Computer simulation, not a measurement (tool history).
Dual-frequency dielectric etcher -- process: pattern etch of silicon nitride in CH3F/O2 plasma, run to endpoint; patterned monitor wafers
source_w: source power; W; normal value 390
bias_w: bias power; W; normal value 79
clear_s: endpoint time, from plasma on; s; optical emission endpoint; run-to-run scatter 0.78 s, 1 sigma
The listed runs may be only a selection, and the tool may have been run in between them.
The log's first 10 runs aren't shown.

run   hour  source_w  bias_w  wafers since the last listed run  hours since the last wet clean  hours since the last source power generator calibration  hours since the last bias power generator calibration  hours since the last upper electrode change  incoming incoming film thickness, nm  clear_s
 11  120.5       390      79                               137                           281.4                                                   2528.2                                                 1404.1                                       5223.8                                  99.7    103.6
 12  130.8       390      79                                94                           291.7                                                   2538.5                                                 1414.4                                       5234.1                                  98.3    100.5
 13  144.6       390      79                               126                           305.5                                                   2552.3                                                 1428.2                                       5247.9                                  98.3    102.5
 14  151.2       390      67                                60                           312.1                                                   2558.9                                                 1434.8                                       5254.5                                  98.1    106.9
 15  162.6       440      93                               104                           323.5                                                   2570.3                                                 1446.2                                       5265.9                                  99.2       91
 16  173.7       430      89                               101                           334.6                                                   2581.4                                                 1457.3                                         5277                                    98     93.5
 17    187       390      79                               121                           347.9                                                   2594.7                                                 1470.6                                       5290.3                                  99.8    102.5
 18  198.8       440      64                               108                           359.7                                                   2606.5                                                 1482.4                                       5302.1                                  99.4    106.6
 19  206.4       460      98                                69                           367.3                                                   2614.1                                                   1490                                       5309.7                                  97.5     87.6
 20  220.4       390      79                               128                           381.3                                                   2628.1                                                   1504                                       5323.7                                  97.8    101.9
 21  226.6       390      79                                56                           387.5                                                   2634.3                                                 1510.2                                       5329.9                                  98.3    101.7
 22  240.9       390      87                               131                           401.8                                                   2648.6                                                 1524.5                                       5344.2                                  98.9     98.8

Run 23, settings as shown, results not yet in. Your forecast:
 23  247.6       310      96                                61                           408.5                                                   2655.3                                                 1531.2                                       5350.9                                  99.1        ?

clear_s: 106.1 s
With no hidden state in the tool, this same run would have given clear_s 101.3 s.
